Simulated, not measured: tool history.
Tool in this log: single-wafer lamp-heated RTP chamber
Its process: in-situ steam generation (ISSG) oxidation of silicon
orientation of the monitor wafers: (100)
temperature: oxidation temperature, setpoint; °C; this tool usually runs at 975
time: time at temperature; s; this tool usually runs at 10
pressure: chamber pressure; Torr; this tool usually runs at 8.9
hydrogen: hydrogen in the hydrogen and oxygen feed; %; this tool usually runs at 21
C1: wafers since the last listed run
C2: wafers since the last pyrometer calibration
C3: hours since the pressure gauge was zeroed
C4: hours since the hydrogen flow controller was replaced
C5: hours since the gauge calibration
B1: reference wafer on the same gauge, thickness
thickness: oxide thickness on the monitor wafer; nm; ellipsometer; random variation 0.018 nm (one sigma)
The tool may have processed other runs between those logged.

run 1 hour=0.0 | temperature=983 time=10 pressure=10.0 hydrogen=21 | C1=0 C2=5740 C3=1743.4 C4=1883.4 C5=1572.8 | B1=3.149 | thickness=3.703
-- hour=6.6 gauge calibrated
run 2 hour=99.8 | temperature=983 time=10 pressure=10.0 hydrogen=21 | C1=860 C2=6601 C3=1843.2 C4=1983.2 C5=93.2 | B1=3.153 | thickness=3.680
run 3 hour=205.2 | temperature=975 time=10 pressure=8.9 hydrogen=21 | C1=908 C2=7510 C3=1948.6 C4=2088.6 C5=198.6 | B1=3.149 | thickness=3.621
run 4 hour=243.2 | temperature=975 time=10 pressure=8.9 hydrogen=21 | C1=327 C2=7837 C3=1986.6 C4=2126.6 C5=236.6 | B1=3.153 | thickness=3.650
-- hour=285.5 pyrometer window cleaned and pyrometer calibrated
run 5 hour=328.7 | temperature=975 time=10 pressure=8.9 hydrogen=21 | C1=668 C2=372 C3=2072.1 C4=2212.1 C5=322.1 | B1=3.151 | thickness=3.550
run 6 hour=372.6 | temperature=975 time=10 pressure=8.9 hydrogen=21 | C1=378 C2=751 C3=2116.0 C4=2256.0 C5=366.0 | B1=3.147 | thickness=3.589
run 7 hour=433.4 | temperature=975 time=10 pressure=8.9 hydrogen=21 | C1=524 C2=1275 C3=2176.8 C4=2316.8 C5=426.8 | B1=3.148 | thickness=3.560
run 8 hour=492.7 | temperature=975 time=10 pressure=8.9 hydrogen=16 | C1=511 C2=1786 C3=2236.1 C4=2376.1 C5=486.1 | B1=3.147 | thickness=3.383
-- hour=546.4 hydrogen flow controller replaced
run 9 hour=553.3 | temperature=975 time=10 pressure=8.9 hydrogen=21 | C1=453 C2=2240 C3=2296.7 C4=6.9 C5=546.7 | B1=3.151 | thickness=3.606
run 10 hour=610.2 | temperature=975 time=10 pressure=8.9 hydrogen=27 | C1=490 C2=2731 C3=2353.6 C4=63.8 C5=603.6 | B1=3.152 | thickness=3.828
run 11 hour=667.1 | temperature=975 time=10 pressure=8.4 hydrogen=21 | C1=490 C2=3221 C3=2410.5 C4=120.7 C5=660.5 | B1=3.147 | thickness=3.617
run 12 hour=724.8 | temperature=975 time=10 pressure=8.4 hydrogen=21 | C1=497 C2=3719 C3=2468.2 C4=178.4 C5=718.2 | B1=3.150 | thickness=3.649
run 13 hour=773.0 | temperature=975 time=12 pressure=8.9 hydrogen=21 | C1=415 C2=4134 C3=2516.4 C4=226.6 C5=766.4 | B1=3.151 | thickness=3.885
run 14 hour=878.5 | temperature=975 time=10 pressure=8.9 hydrogen=24 | C1=909 C2=5044 C3=2621.9 C4=332.1 C5=871.9 | B1=3.153 | thickness=3.759
run 15 hour=966.3 | temperature=975 time=9 pressure=8.9 hydrogen=21 | C1=757 C2=5801 C3=2709.7 C4=419.9 C5=959.7 | B1=3.149 | thickness=3.506
-- hour=1052.4 pyrometer window cleaned and pyrometer calibrated
run 16 hour=1052.9 | temperature=990 time=6 pressure=8.9 hydrogen=21 | C1=677 C2=4 C3=2796.3 C4=506.5 C5=1046.3 | B1=3.150 | thickness=3.005
run 17 hour=1135.5 | temperature=975 time=10 pressure=8.9 hydrogen=21 | C1=712 C2=716 C3=2878.9 C4=589.1 C5=1128.9 | B1=3.153 | thickness=3.565
-- hour=1204.2 pressure gauge zeroed
run 18 hour=1204.7 | temperature=985 time=10 pressure=7.5 hydrogen=21 | C1=527 C2=1244 C3=0.5 C4=658.3 C5=1198.1 | B1=3.155 | thickness=3.710
run 19 hour=1240.6 | temperature=975 time=10 pressure=8.9 hydrogen=21 | C1=309 C2=1554 C3=36.4 C4=694.2 C5=1234.0 | B1=3.148 | thickness=3.597
run 20 hour=1287.5 | temperature=966 time=8 pressure=8.9 hydrogen=21 | C1=404 C2=1958 C3=83.3 C4=741.1 C5=1280.9 | B1=3.150 | thickness=3.232
run 21 hour=1324.1 | temperature=983 time=12 pressure=8.0 hydrogen=26 | C1=315 C2=2274 C3=119.9 C4=777.7 C5=1317.5 | B1=3.150 | thickness=4.274
run 22 hour=1402.0 | temperature=968 time=10 pressure=8.9 hydrogen=21 | C1=671 C2=2945 C3=197.8 C4=855.6 C5=1395.4 | B1=3.149 | thickness=3.555
-- hour=1470.8 gauge calibrated
run 23 hour=1477.6 | temperature=975 time=10 pressure=8.9 hydrogen=21 | C1=651 C2=3597 C3=273.4 C4=931.2 C5=6.8 | B1=3.148 | thickness=3.627

What does the tool deliver on the next run?
run 24 hour=1647.1 | temperature=975 time=10 pressure=8.9 hydrogen=21 | C1=1461 C2=5059 C3=442.9 C4=1100.7 C5=176.3 | B1=? | thickness=?

Run 24 yielded B1 3.147, thickness 3.640 nm.
With the hidden condition absent and the run-to-run variation left alone, this run would have shown thickness 3.548 nm.
